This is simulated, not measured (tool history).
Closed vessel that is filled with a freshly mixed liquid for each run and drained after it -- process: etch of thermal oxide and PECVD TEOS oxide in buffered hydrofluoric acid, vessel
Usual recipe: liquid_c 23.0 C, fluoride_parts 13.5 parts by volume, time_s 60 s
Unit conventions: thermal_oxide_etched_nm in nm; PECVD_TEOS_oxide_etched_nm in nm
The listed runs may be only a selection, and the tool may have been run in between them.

run	hour	liquid_c	fluoride_parts	time_s	read-back film thickness of the thermal oxide reference wafer, read on the same gauge (nm)	read-back film thickness of the PECVD TEOS oxide reference wafer, read on the same gauge (nm)	thermal_oxide_etched_nm	PECVD_TEOS_oxide_etched_nm
1	0.0	23.0	13.5	60	113.14	41.12	57.52	62.29
2	30.7	23.0	13.5	60	113.25	41.19	57.37	62.42
3	86.2	22.0	13.5	60	113.43	41.25	54.65	58.76
4	257.7	23.0	13.5	60	113.83	41.40	57.87	62.62
5	319.6	23.0	13.5	60	113.89	41.42	58.12	62.73
6	361.1	23.0	13.5	60	113.97	41.45	58.55	62.63
7	386.8	23.0	13.5	60	113.99	41.46	57.84	62.30
8	412.7	21.5	13.5	60	114.02	41.45	53.55	57.44
9	449.1	21.5	13.5	60	114.05	41.49	53.56	57.39
10	641.3	21.5	13.5	60	114.23	41.52	53.30	57.06
11	710.8	23.0	13.5	60	114.24	41.53	58.35	63.58
12	747.3	23.0	13.5	60	114.27	41.54	58.10	61.96
# hour 787.1: gauge calibrated
13	813.1	23.0	13.5	60	110.18	40.08	55.94	60.07
14	862.9	23.0	13.5	60	110.71	40.25	56.81	59.55
# hour 946.4: thermometer replaced
15	1066.9	23.0	13.5	60	112.16	40.79	56.60	61.31
# hour 1111.6: hydrofluoric acid flow meter replaced
16	1132.3	23.0	15.5	85	112.49	40.89	71.34	77.34
17	1203.9	27.0	13.5	40	112.77	41.02	46.95	51.84
18	1237.4	20.5	18.5	90	112.87	41.03	54.70	59.27
19	1305.5	20.5	13.5	60	113.09	41.12	49.71	53.99
20	1366.2	20.0	13.5	80	113.23	41.18	64.97	71.09
21	1421.8	23.0	13.5	60	113.38	41.21	57.29	62.34
22	1455.4	19.0	17.0	60	113.38	41.23	37.05	39.12
23	1511.0	27.0	13.5	90	113.49	41.28	106.58	113.30
24	1593.9	23.0	13.5	60	113.61	41.32	57.97	62.80

Consider 4 possible next runs. They are alternatives, not a sequence: every one starts from the tool as it was left by run 24. What does each give?
A	1594.6	23.0	13.5	60	?	?	?	?
B	1594.6	23.0	18.0	30	?	?	?	?
C	1594.6	26.0	10.5	80	?	?	?	?
D	1594.6	27.5	15.0	45	?	?	?	?

run	read-back film thickness of the thermal oxide reference wafer, read on the same gauge (nm)	read-back film thickness of the PECVD TEOS oxide reference wafer, read on the same gauge (nm)	thermal_oxide_etched_nm	PECVD_TEOS_oxide_etched_nm
A	113.59	41.31	57.55	62.12
B	113.59	41.31	21.69	23.41
C	113.59	41.31	115.48	124.64
D	113.59	41.31	49.67	53.61
Had the tool no hidden state, the same runs would have come out as:
run	thermal_oxide_etched_nm	PECVD_TEOS_oxide_etched_nm
A	55.73	60.15
B	21.00	22.66
C	111.81	120.68
D	48.10	51.91

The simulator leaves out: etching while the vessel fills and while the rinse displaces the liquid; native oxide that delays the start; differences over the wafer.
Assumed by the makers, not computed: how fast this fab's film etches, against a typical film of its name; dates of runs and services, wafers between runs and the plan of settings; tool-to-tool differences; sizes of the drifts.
